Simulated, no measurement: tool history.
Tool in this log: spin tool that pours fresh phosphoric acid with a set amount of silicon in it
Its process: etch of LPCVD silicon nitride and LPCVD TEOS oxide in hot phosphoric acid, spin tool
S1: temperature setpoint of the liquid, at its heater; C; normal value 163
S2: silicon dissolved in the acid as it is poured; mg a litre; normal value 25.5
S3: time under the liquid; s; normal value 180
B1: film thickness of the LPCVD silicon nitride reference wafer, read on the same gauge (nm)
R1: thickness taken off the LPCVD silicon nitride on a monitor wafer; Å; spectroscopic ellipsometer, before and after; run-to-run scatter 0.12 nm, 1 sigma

run   hour   S1    S2   S3     B1     R1
  1    0.0  163  25.5  180  70.00  167.9
  2   24.6  163  25.5  180  70.01  166.4
  3   77.7  163  25.5  180  70.01  164.8
  4  119.2  163  25.5  180  70.00  164.7
  5  179.7  163  25.5  180  70.01  164.2
  6  228.9  163  25.5  180  70.01  163.6
     252.5  -- gauge calibrated
     275.0  -- heated supply line repaired
  7  282.4  163  25.5  180  70.01  166.7
  8  333.6  163  25.5  180  70.01  162.3
  9  389.7  163  25.5  180  70.00  163.6

Run 10 has not been measured yet. What should we expect?
 10  427.9  163  25.5  180   ?   ?

{"run 10": {"B1": 70.01, "R1": 163.8}}
On a tool with no hidden condition, and with the same random variation, this run would have come out at R1 174.5 Å.
